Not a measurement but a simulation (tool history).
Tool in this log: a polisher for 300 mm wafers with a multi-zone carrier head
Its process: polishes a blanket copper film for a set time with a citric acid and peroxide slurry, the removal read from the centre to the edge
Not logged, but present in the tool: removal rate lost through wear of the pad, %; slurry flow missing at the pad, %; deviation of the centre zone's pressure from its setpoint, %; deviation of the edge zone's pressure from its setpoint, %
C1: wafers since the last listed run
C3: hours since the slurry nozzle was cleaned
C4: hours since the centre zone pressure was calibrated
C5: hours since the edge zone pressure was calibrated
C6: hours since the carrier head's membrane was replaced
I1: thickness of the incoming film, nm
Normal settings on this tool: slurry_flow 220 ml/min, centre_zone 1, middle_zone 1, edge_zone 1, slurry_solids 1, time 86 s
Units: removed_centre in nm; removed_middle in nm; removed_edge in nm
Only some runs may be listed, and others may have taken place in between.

Run 1, day 0: usual settings but centre_zone 0.91; C1 0; wafers polished on this pad 2263; C3 289.8; C4 115.5; C5 159.2; C6 1081.3; I1 583. Result: removed_centre 151.6 nm, removed_middle 154.5 nm, removed_edge 158.7 nm.
Run 2, day 2.696: usual settings but centre_zone 0.91; C1 542; wafers polished on this pad 2806; C3 354.5; C4 180.2; C5 223.9; C6 1146; I1 594.3. Result: removed_centre 144.1 nm, removed_middle 147.8 nm, removed_edge 154.3 nm.
Run 3, day 4.05: usual settings but time 106 s; C1 272; wafers polished on this pad 3079; C3 387; C4 212.7; C5 256.4; C6 1178.5; I1 587.2. Result: removed_centre 195.1 nm, removed_middle 183.6 nm, removed_edge 190.7 nm.
Run 4, day 6.004: usual settings but slurry_flow 150 ml/min, middle_zone 0.91, edge_zone 1.09, slurry_solids 1.2; C1 393; wafers polished on this pad 3472; C3 433.9; C4 259.6; C5 303.3; C6 1225.4; I1 582.9. Result: removed_centre 144.2 nm, removed_middle 127.7 nm, removed_edge 152.1 nm.
At day 6.238: slurry nozzle cleaned.
At day 6.792: worn pad replaced by a new one.
Run 5, day 8.929: usual settings but slurry_flow 240 ml/min, time 102 s; C1 546; wafers polished on this pad 430; C3 64.6; C4 329.8; C5 373.5; C6 1295.6; I1 580.5. Result: removed_centre 211.7 nm, removed_middle 197.7 nm, removed_edge 201.5 nm.
At day 9.658: edge zone pressure recalibrated.
Run 6, day 10.912: usual settings; C1 382; wafers polished on this pad 812; C3 112.2; C4 377.4; C5 30.1; C6 1343.2; I1 593.7. Result: removed_centre 174.9 nm, removed_middle 163.2 nm, removed_edge 168.1 nm.
Run 7, day 12.521: usual settings; C1 323; wafers polished on this pad 1136; C3 150.8; C4 416; C5 68.7; C6 1381.8; I1 587.6. Result: removed_centre 169 nm, removed_middle 160.8 nm, removed_edge 168.1 nm.
Run 8, day 13.925: usual settings but slurry_flow 280 ml/min, centre_zone 1.06; C1 282; wafers polished on this pad 1419; C3 184.5; C4 449.7; C5 102.4; C6 1415.5; I1 584.6. Result: removed_centre 189.8 nm, removed_middle 166.8 nm, removed_edge 171.3 nm.
Run 9, day 16.346: usual settings but middle_zone 1.06, edge_zone 0.96; C1 487; wafers polished on this pad 1906; C3 242.6; C4 507.8; C5 160.5; C6 1473.6; I1 600.9. Result: removed_centre 169.4 nm, removed_middle 168.7 nm, removed_edge 162.4 nm.
Run 10, day 18.525: usual settings but slurry_flow 260 ml/min, middle_zone 1.04, edge_zone 1.07; C1 438; wafers polished on this pad 2345; C3 294.9; C4 560.1; C5 212.8; C6 1525.9; I1 584.7. Result: removed_centre 164.8 nm, removed_middle 162.2 nm, removed_edge 164.8 nm.
At day 20.812: centre zone pressure recalibrated.
Run 11, day 20.929: usual settings but slurry_flow 240 ml/min, time 102 s; C1 467; wafers polished on this pad 2812; C3 352.6; C4 2.8; C5 270.5; C6 1583.6; I1 595.9. Result: removed_centre 189.7 nm, removed_middle 181.4 nm, removed_edge 184.4 nm.
At day 21.388: worn pad replaced by a new one.
At day 21.567: slurry nozzle cleaned.
Run 12, day 22.808: usual settings; C1 336; wafers polished on this pad 277; C3 29.8; C4 47.9; C5 315.6; C6 1628.7; I1 594.3. Result: removed_centre 179.1 nm, removed_middle 167 nm, removed_edge 171.7 nm.
At day 24.504: carrier head's membrane replaced by a new one.
Run 13, day 24.892: usual settings but slurry_solids 1.1; C1 377; wafers polished on this pad 655; C3 79.8; C4 97.9; C5 365.6; C6 9.3; I1 596. Result: removed_centre 180.6 nm, removed_middle 170.5 nm, removed_edge 180 nm.
Run 14, day 26.492: usual settings but slurry_flow 165 ml/min, slurry_solids 0.75, time 72 s; C1 322; wafers polished on this pad 977; C3 118.2; C4 136.3; C5 404; C6 47.7; I1 593.5. Result: removed_centre 129 nm, removed_middle 123 nm, removed_edge 126.9 nm.
At day 26.617: edge zone pressure recalibrated.
Run 15, day 29.058: usual settings but slurry_flow 160 ml/min, middle_zone 1.09, slurry_solids 1.1; C1 499; wafers polished on this pad 1477; C3 179.8; C4 197.9; C5 58.6; C6 109.3; I1 597.7. Result: removed_centre 164 nm, removed_middle 168.8 nm, removed_edge 165.2 nm.
Run 16, day 31.933: usual settings but slurry_flow 255 ml/min; C1 578; wafers polished on this pad 2056; C3 248.8; C4 266.9; C5 127.6; C6 178.3; I1 588.8. Result: removed_centre 172.9 nm, removed_middle 161 nm, removed_edge 163.2 nm.
Run 17, day 34.162: usual settings but slurry_flow 165 ml/min, time 109 s; C1 448; wafers polished on this pad 2505; C3 302.3; C4 320.4; C5 181.1; C6 231.8; I1 592.9. Result: removed_centre 193.2 nm, removed_middle 183.9 nm, removed_edge 196.9 nm.
At day 35.288: worn pad replaced by a new one.
At day 36.938: slurry nozzle cleaned.
Run 18, day 39.842: usual settings but slurry_flow 150 ml/min, middle_zone 0.91, edge_zone 1.09, slurry_solids 1.2; C1 1101; wafers polished on this pad 908; C3 69.7; C4 456.7; C5 317.4; C6 368.1; I1 581. Result: removed_centre 170.7 nm, removed_middle 146.9 nm, removed_edge 177.7 nm.
Run 19, day 40.938: usual settings but centre_zone 1.1, middle_zone 1.1, slurry_solids 1.2, time 63 s; C1 220; wafers polished on this pad 1129; C3 96; C4 483; C5 343.7; C6 394.4; I1 588.8. Result: removed_centre 144.7 nm, removed_middle 135.4 nm, removed_edge 129.1 nm.
Run 20, day 43.296: usual settings; C1 474; wafers polished on this pad 1604; C3 152.6; C4 539.6; C5 400.3; C6 451; I1 588.7. Result: removed_centre 171.1 nm, removed_middle 163.8 nm, removed_edge 169.9 nm.
At day 44.292: centre zone pressure recalibrated.
At day 44.312: edge zone pressure recalibrated.
Run 21, day 44.417: usual settings but centre_zone 1.06, edge_zone 1.12, time 110 s; C1 204; wafers polished on this pad 1808; C3 179.5; C4 3; C5 2.5; C6 477.9; I1 590.2. Result: removed_centre 227.7 nm, removed_middle 203.3 nm, removed_edge 222.6 nm.
Run 22, day 46.442: usual settings but slurry_flow 245 ml/min, time 60 s; C1 407; wafers polished on this pad 2216; C3 228.1; C4 51.6; C5 51.1; C6 526.5; I1 586.2. Result: removed_centre 116.1 nm, removed_middle 110.4 nm, removed_edge 114.7 nm.

A few steps of removed_centre between consecutive runs. Split each: what settings, incoming material and random variation would produce without the hidden state, and what is left over for the hidden state, along with gauge scatter present in only one of the two compared results (measured, and without hidden state):
Run 4 -> 5: slurry_flow 150 -> 240, middle_zone 0.91 -> 1, edge_zone 1.09 -> 1, slurry_solids 1.2 -> 1, time 86 -> 102, slurry nozzle cleaned, worn pad replaced by a new one. removed_centre +67.5 nm: hidden state +20.7, all else +46.8.
Run 11 -> 12: slurry_flow 240 -> 220, time 102 -> 86, worn pad replaced by a new one, slurry nozzle cleaned. removed_centre -10.6 nm: hidden state +22.6, all else -33.2.
Run 21 -> 22: slurry_flow 220 -> 245, centre_zone 1.06 -> 1, edge_zone 1.12 -> 1, time 110 -> 60. removed_centre -111.6 nm: hidden state +2.9, all else -114.5.
